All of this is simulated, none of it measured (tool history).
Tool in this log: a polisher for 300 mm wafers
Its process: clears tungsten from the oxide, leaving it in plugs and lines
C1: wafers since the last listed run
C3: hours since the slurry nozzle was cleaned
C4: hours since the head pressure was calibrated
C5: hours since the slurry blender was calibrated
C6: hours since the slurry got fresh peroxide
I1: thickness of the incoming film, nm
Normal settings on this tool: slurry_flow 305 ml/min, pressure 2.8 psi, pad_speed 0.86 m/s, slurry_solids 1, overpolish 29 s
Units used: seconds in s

{"run": 1, "hour": 0.0, "slurry_flow": 305, "pressure": 2.8, "pad_speed": 0.86, "slurry_solids": 1, "overpolish": 29, "C1": 0, "wafers polished on this pad": 936, "C3": 460.5, "C4": 1504.7, "C5": 116, "C6": 126.3, "I1": 290.3, "seconds": 110}
{"hour": 15.8, "done": "worn pad replaced by a new one"}
{"hour": 23.2, "done": "slurry nozzle cleaned"}
{"run": 2, "hour": 34.7, "slurry_flow": 305, "pressure": 2.8, "pad_speed": 0.86, "slurry_solids": 1, "overpolish": 29, "C1": 166, "wafers polished on this pad": 99, "C3": 11.5, "C4": 1539.4, "C5": 150.7, "C6": 161, "I1": 295.4, "seconds": 114.8}
{"run": 3, "hour": 49.8, "slurry_flow": 305, "pressure": 2.8, "pad_speed": 0.86, "slurry_solids": 1, "overpolish": 29, "C1": 84, "wafers polished on this pad": 184, "C3": 26.6, "C4": 1554.5, "C5": 165.8, "C6": 176.1, "I1": 295.1, "seconds": 112}
{"run": 4, "hour": 65.3, "slurry_flow": 305, "pressure": 2.8, "pad_speed": 0.86, "slurry_solids": 1, "overpolish": 29, "C1": 86, "wafers polished on this pad": 271, "C3": 42.1, "C4": 1570, "C5": 181.3, "C6": 191.6, "I1": 296.9, "seconds": 113.9}
{"hour": 72.8, "done": "slurry tank refilled with fresh slurry and peroxide"}
{"run": 5, "hour": 92.2, "slurry_flow": 305, "pressure": 2.8, "pad_speed": 0.86, "slurry_solids": 1, "overpolish": 29, "C1": 144, "wafers polished on this pad": 415, "C3": 69, "C4": 1596.9, "C5": 208.2, "C6": 19.4, "I1": 296.2, "seconds": 114}
{"run": 6, "hour": 107.1, "slurry_flow": 305, "pressure": 2.8, "pad_speed": 0.86, "slurry_solids": 1.15, "overpolish": 29, "C1": 83, "wafers polished on this pad": 499, "C3": 83.9, "C4": 1611.8, "C5": 223.1, "C6": 34.3, "I1": 294, "seconds": 110}
{"hour": 142.0, "done": "head pressure recalibrated"}
{"run": 7, "hour": 192.1, "slurry_flow": 305, "pressure": 2.8, "pad_speed": 0.86, "slurry_solids": 1.15, "overpolish": 29, "C1": 464, "wafers polished on this pad": 963, "C3": 168.9, "C4": 50.1, "C5": 308.1, "C6": 119.3, "I1": 291.9, "seconds": 108.7}
{"run": 8, "hour": 224.9, "slurry_flow": 305, "pressure": 2.8, "pad_speed": 0.86, "slurry_solids": 1.15, "overpolish": 29, "C1": 183, "wafers polished on this pad": 1147, "C3": 201.7, "C4": 82.9, "C5": 340.9, "C6": 152.1, "I1": 294.5, "seconds": 109.1}
{"hour": 248.3, "done": "worn pad replaced by a new one"}
{"hour": 250.9, "done": "slurry tank refilled with fresh slurry and peroxide"}
{"run": 9, "hour": 254.6, "slurry_flow": 305, "pressure": 2.8, "pad_speed": 0.86, "slurry_solids": 0.75, "overpolish": 39, "C1": 138, "wafers polished on this pad": 29, "C3": 231.4, "C4": 112.6, "C5": 370.6, "C6": 3.7, "I1": 297.6, "seconds": 119.2}
{"hour": 271.6, "done": "slurry blender recalibrated"}
{"run": 10, "hour": 273.1, "slurry_flow": 305, "pressure": 2.8, "pad_speed": 0.86, "slurry_solids": 0.75, "overpolish": 39, "C1": 92, "wafers polished on this pad": 121, "C3": 249.9, "C4": 131.1, "C5": 1.5, "C6": 22.2, "I1": 299.5, "seconds": 120.3}
{"run": 11, "hour": 306.6, "slurry_flow": 255, "pressure": 2.8, "pad_speed": 1.02, "slurry_solids": 1.15, "overpolish": 29, "C1": 187, "wafers polished on this pad": 309, "C3": 283.4, "C4": 164.6, "C5": 35, "C6": 55.7, "I1": 299.2, "seconds": 94.8}
{"run": 12, "hour": 329.5, "slurry_flow": 305, "pressure": 2.8, "pad_speed": 0.76, "slurry_solids": 1, "overpolish": 29, "C1": 128, "wafers polished on this pad": 437, "C3": 306.3, "C4": 187.5, "C5": 57.9, "C6": 78.6, "I1": 298.6, "seconds": 127.2}
{"run": 13, "hour": 363.8, "slurry_flow": 305, "pressure": 2.8, "pad_speed": 0.86, "slurry_solids": 1, "overpolish": 29, "C1": 191, "wafers polished on this pad": 629, "C3": 340.6, "C4": 221.8, "C5": 92.2, "C6": 112.9, "I1": 291.1, "seconds": 112.6}
{"run": 14, "hour": 387.9, "slurry_flow": 370, "pressure": 2.8, "pad_speed": 0.86, "slurry_solids": 1, "overpolish": 29, "C1": 134, "wafers polished on this pad": 764, "C3": 364.7, "C4": 245.9, "C5": 116.3, "C6": 137, "I1": 299.9, "seconds": 112.6}
{"run": 15, "hour": 416.1, "slurry_flow": 305, "pressure": 2.8, "pad_speed": 1, "slurry_solids": 1, "overpolish": 29, "C1": 157, "wafers polished on this pad": 921, "C3": 392.9, "C4": 274.1, "C5": 144.5, "C6": 165.2, "I1": 292.2, "seconds": 96.6}
{"hour": 434.3, "done": "slurry tank refilled with fresh slurry and peroxide"}
{"run": 16, "hour": 448.4, "slurry_flow": 405, "pressure": 2.8, "pad_speed": 1.06, "slurry_solids": 1.1, "overpolish": 17, "C1": 175, "wafers polished on this pad": 1096, "C3": 425.2, "C4": 306.4, "C5": 176.8, "C6": 14.1, "I1": 292.9, "seconds": 86.3}
{"hour": 470.1, "done": "slurry nozzle cleaned"}
{"hour": 478.5, "done": "worn pad replaced by a new one"}
{"run": 17, "hour": 479.0, "slurry_flow": 305, "pressure": 3.7, "pad_speed": 0.86, "slurry_solids": 1, "overpolish": 29, "C1": 143, "wafers polished on this pad": 3, "C3": 8.9, "C4": 337, "C5": 207.4, "C6": 44.7, "I1": 300.4, "seconds": 89.3}
{"run": 18, "hour": 521.1, "slurry_flow": 305, "pressure": 2.8, "pad_speed": 0.86, "slurry_solids": 1, "overpolish": 29, "C1": 235, "wafers polished on this pad": 238, "C3": 51, "C4": 379.1, "C5": 249.5, "C6": 86.8, "I1": 291.8, "seconds": 111.1}
{"run": 19, "hour": 544.4, "slurry_flow": 305, "pressure": 2.8, "pad_speed": 0.74, "slurry_solids": 1, "overpolish": 29, "C1": 130, "wafers polished on this pad": 368, "C3": 74.3, "C4": 402.4, "C5": 272.8, "C6": 110.1, "I1": 291, "seconds": 128.8}
{"run": 20, "hour": 578.4, "slurry_flow": 305, "pressure": 2.8, "pad_speed": 0.86, "slurry_solids": 0.9, "overpolish": 29, "C1": 190, "wafers polished on this pad": 559, "C3": 108.3, "C4": 436.4, "C5": 306.8, "C6": 144.1, "I1": 290.8, "seconds": 114.5}
{"run": 21, "hour": 606.0, "slurry_flow": 305, "pressure": 2.8, "pad_speed": 0.86, "slurry_solids": 1, "overpolish": 29, "C1": 154, "wafers polished on this pad": 713, "C3": 135.9, "C4": 464, "C5": 334.4, "C6": 171.7, "I1": 289, "seconds": 109.2}
{"run": 22, "hour": 626.3, "slurry_flow": 405, "pressure": 2.8, "pad_speed": 0.66, "slurry_solids": 1, "overpolish": 21, "C1": 113, "wafers polished on this pad": 827, "C3": 156.2, "C4": 484.3, "C5": 354.7, "C6": 192, "I1": 296.8, "seconds": 145.7}
{"hour": 632.7, "done": "slurry blender recalibrated"}
{"hour": 637.3, "done": "slurry tank refilled with fresh slurry and peroxide"}
{"run": 23, "hour": 679.7, "slurry_flow": 220, "pressure": 3.7, "pad_speed": 0.86, "slurry_solids": 1.2, "overpolish": 18, "C1": 281, "wafers polished on this pad": 1108, "C3": 209.6, "C4": 537.7, "C5": 47, "C6": 42.4, "I1": 299.5, "seconds": 89.7}
{"run": 24, "hour": 696.1, "slurry_flow": 305, "pressure": 2.8, "pad_speed": 0.86, "slurry_solids": 1, "overpolish": 29, "C1": 91, "wafers polished on this pad": 1200, "C3": 226, "C4": 554.1, "C5": 63.4, "C6": 58.8, "I1": 293.4, "seconds": 113}
{"hour": 708.4, "done": "worn pad replaced by a new one"}
{"run": 25, "hour": 722.8, "slurry_flow": 305, "pressure": 3.1, "pad_speed": 0.58, "slurry_solids": 1, "overpolish": 29, "C1": 126, "wafers polished on this pad": 80, "C3": 252.7, "C4": 580.8, "C5": 90.1, "C6": 85.5, "I1": 292.1, "seconds": 154.5}
{"run": 26, "hour": 749.4, "slurry_flow": 280, "pressure": 2.5, "pad_speed": 1, "slurry_solids": 1, "overpolish": 29, "C1": 148, "wafers polished on this pad": 229, "C3": 279.3, "C4": 607.4, "C5": 116.7, "C6": 112.1, "I1": 295.8, "seconds": 109.5}
{"run": 27, "hour": 766.1, "slurry_flow": 255, "pressure": 2.8, "pad_speed": 1.02, "slurry_solids": 1.15, "overpolish": 29, "C1": 93, "wafers polished on this pad": 322, "C3": 296, "C4": 624.1, "C5": 133.4, "C6": 128.8, "I1": 296.7, "seconds": 94.6}

3 ways to go on from here, each from the tool as it stands after run 27. What would each give?
{"run": "A", "hour": 766.6, "slurry_flow": 305, "pressure": 2.8, "pad_speed": 0.86, "slurry_solids": 1, "overpolish": 29, "C1": 2, "wafers polished on this pad": 325, "C3": 296.5, "C4": 624.6, "C5": 133.9, "C6": 129.3, "I1": 295.2, "seconds": "?"}
{"run": "B", "hour": 766.6, "slurry_flow": 305, "pressure": 2.8, "pad_speed": 0.86, "slurry_solids": 1.1, "overpolish": 15, "C1": 2, "wafers polished on this pad": 325, "C3": 296.5, "C4": 624.6, "C5": 133.9, "C6": 129.3, "I1": 295.2, "seconds": "?"}
{"run": "C", "hour": 766.6, "slurry_flow": 305, "pressure": 2.8, "pad_speed": 0.86, "slurry_solids": 1.3, "overpolish": 40, "C1": 2, "wafers polished on this pad": 325, "C3": 296.5, "C4": 624.6, "C5": 133.9, "C6": 129.3, "I1": 295.2, "seconds": "?"}

run=A seconds=113.1
run=B seconds=110.9
run=C seconds=107.1
Stripped of hidden state, with their random variation kept, the same runs would have yielded:
run=A seconds=113.1
run=B seconds=110.9
run=C seconds=107.1
